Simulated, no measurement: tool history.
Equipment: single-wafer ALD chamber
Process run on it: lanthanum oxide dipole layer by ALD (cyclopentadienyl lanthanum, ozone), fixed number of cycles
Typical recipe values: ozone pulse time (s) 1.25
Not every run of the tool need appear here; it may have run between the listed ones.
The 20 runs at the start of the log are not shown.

run	hour	ozone pulse time (s)	read-back reference wafer on the same gauge, thickness_nm	mean film thickness on the monitor wafer (nm)
21	296.9	1.02	0.680	0.535
22	307.1	1.25	0.681	0.577
23	320.8	1.42	0.679	0.599
24	338.5	0.92	0.680	0.494
25	350.5	1.25	0.679	0.574
# hour 363.5: thermocouple changed; heater temperature recalibrated
26	380.3	1.11	0.681	0.544
27	395.9	0.83	0.680	0.461
28	408.7	1.02	0.682	0.529

Expected results for the next run?
29	423.4	1.57	?	?

Run 29 produced read-back reference wafer on the same gauge, thickness_nm 0.681, mean film thickness on the monitor wafer (nm) 0.609.
On a tool with no hidden condition, and with the same random variation, this run would have come out at mean film thickness on the monitor wafer (nm) 0.616.

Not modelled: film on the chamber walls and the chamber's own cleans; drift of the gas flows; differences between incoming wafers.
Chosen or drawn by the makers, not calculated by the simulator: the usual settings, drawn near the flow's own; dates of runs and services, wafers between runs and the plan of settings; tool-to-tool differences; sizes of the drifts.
